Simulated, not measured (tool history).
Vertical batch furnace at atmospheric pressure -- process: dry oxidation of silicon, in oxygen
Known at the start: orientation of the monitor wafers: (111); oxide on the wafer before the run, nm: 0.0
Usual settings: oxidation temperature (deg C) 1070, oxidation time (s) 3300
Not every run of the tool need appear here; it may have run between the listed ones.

run     day  oxidation temperature (deg C)  oxidation time (s)  read-back reference wafer on the same gauge, thickness  oxide thickness on the monitor wafer (angstrom)
  1   0.000                           1070                3300                                                  108.55                                           1001.9
  2   2.800                           1070                3300                                                  108.60                                           1000.3
  3   4.850                           1070                2160                                                  108.63                                            766.5
      5.750  -- gauge calibrated
  4   9.583                           1070                3300                                                  108.56                                           1003.7
  5  10.883                           1070                3300                                                  108.60                                           1005.5
  6  12.375                           1070                3300                                                  108.64                                           1002.5
  7  14.371                           1070                3300                                                  108.67                                           1004.3
  8  16.012                           1070                3300                                                  108.67                                           1003.0
  9  17.296                           1070                3300                                                  108.58                                           1004.7
 10  18.421                           1070                3300                                                  108.60                                           1001.9
 11  19.438                           1070                3300                                                  108.58                                           1004.5
 12  20.642                           1070                3300                                                  108.62                                           1006.5
 13  22.196                           1070                3300                                                  108.63                                           1002.4
 14  25.046                           1070                2580                                                  108.61                                            857.8
 15  27.812                           1070                2580                                                  108.62                                            860.9
 16  29.433                           1070                2580                                                  108.62                                            861.5
 17  31.550                           1070                3300                                                  108.58                                           1003.2
 18  34.462                           1070                2130                                                  108.60                                            759.8
 19  37.133                           1082                3960                                                  108.56                                           1222.9
 20  38.304                           1070                4830                                                  108.61                                           1274.7
 21  41.004                           1070                3300                                                  108.67                                           1004.3
 22  42.171                           1081                4680                                                  108.62                                           1339.3
 23  44.842                           1070                4560                                                  108.62                                           1227.7
     46.358  -- boat lift adjusted
 24  47.525                           1080                4380                                                  108.66                                           1278.1
     48.738  -- gauge calibrated
 25  50.075                           1070                3300                                                  108.54                                           1007.4
     51.679  -- thermocouples replaced and temperature profile calibrated
 26  51.700                           1085                2100                                                  108.51                                            817.2
 27  52.842                           1070                3300                                                  108.68                                            977.4
 28  54.283                           1086                2580                                                  108.56                                            935.4
 29  57.042                           1070                3300                                                  108.65                                            983.1
 30  59.708                           1092                2340                                                  108.57                                            919.6
 31  62.500                           1083                2370                                                  108.58                                            873.8
 32  63.721                           1070                3300                                                  108.61                                            982.9
 33  64.983                           1092                1890                                                  108.53                                            805.9
 34  67.704                           1060                3300                                                  108.62                                            925.5

Each row is a separate what-if for the run after 34, all from the same tool condition, not one after another. Results?
  A  67.879                           1089                3300                                                       ?                                                ?
  B  67.879                           1062                4560                                                       ?                                                ?
  C  67.879                           1070                1710                                                       ?                                                ?
  D  67.879                           1087                4200                                                       ?                                                ?
  E  67.879                           1070                1860                                                       ?                                                ?

run  read-back reference wafer on the same gauge, thickness  oxide thickness on the monitor wafer (angstrom)
  A                                                  108.61                                           1121.9
  B                                                  108.61                                           1150.3
  C                                                  108.61                                            651.3
  D                                                  108.61                                           1282.4
  E                                                  108.61                                            687.2
The same runs, with their run-to-run variation unchanged, on a tool lacking any hidden condition would have given:
run  oxide thickness on the monitor wafer (angstrom)
  A                                           1104.2
  B                                           1134.2
  C                                            641.0
  D                                           1262.5
  E                                            676.4
